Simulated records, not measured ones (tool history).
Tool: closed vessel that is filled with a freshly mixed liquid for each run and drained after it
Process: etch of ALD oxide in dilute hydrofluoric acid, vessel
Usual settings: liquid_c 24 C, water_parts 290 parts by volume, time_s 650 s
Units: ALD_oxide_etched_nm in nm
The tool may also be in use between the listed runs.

run	hour	liquid_c	water_parts	time_s	read-back film thickness of the ALD oxide reference wafer, read on the same gauge (nm)	ALD_oxide_etched_nm
1	0	24	290	650	78.49	37.44
2	51.3	24	290	650	78.32	37.42
3	114.5	24	290	650	78.17	37.62
4	146.9	24	290	650	78.19	37.05
5	218.2	24	290	650	78.08	37.62
6	268.9	24	290	650	78.05	37.41
7	415.5	24	290	650	79.4	37.99
8	463.3	24	290	650	79.2	37.93
9	506.8	22	345	350	79.02	15.13
10	530.4	24	290	650	78.93	37.85
11	590.5	20.5	175	405	78.77	38.52
12	628.8	21.5	205	310	78.7	25.22
13	659.4	24	410	795	78.65	28.71
14	693.4	27.5	290	650	78.55	42.5
15	718.4	22	195	945	78.56	82.82
16	749.4	22	195	945	78.51	82.51
17	796	24	240	800	78.47	59.08

Not shown: 3 entries that the log had between the listed runs. Between which runs, and how does the tool's hidden state differ before and after?
Between runs 6 and 7: gauge calibrated (hour 315); thermometer replaced (hour 356.1)
  gauge reads high (%): -2.43 -> -0.71
  measured less the result without the state, ALD_oxide_etched_nm: -0.93 -> -0.27 nm
Between runs 8 and 9: hydrofluoric acid flow meter replaced (hour 506.3)
  gauge reads high (%): -1.02 -> -1.24
  measured less the result without the state, ALD_oxide_etched_nm: -0.39 -> -0.19 nm
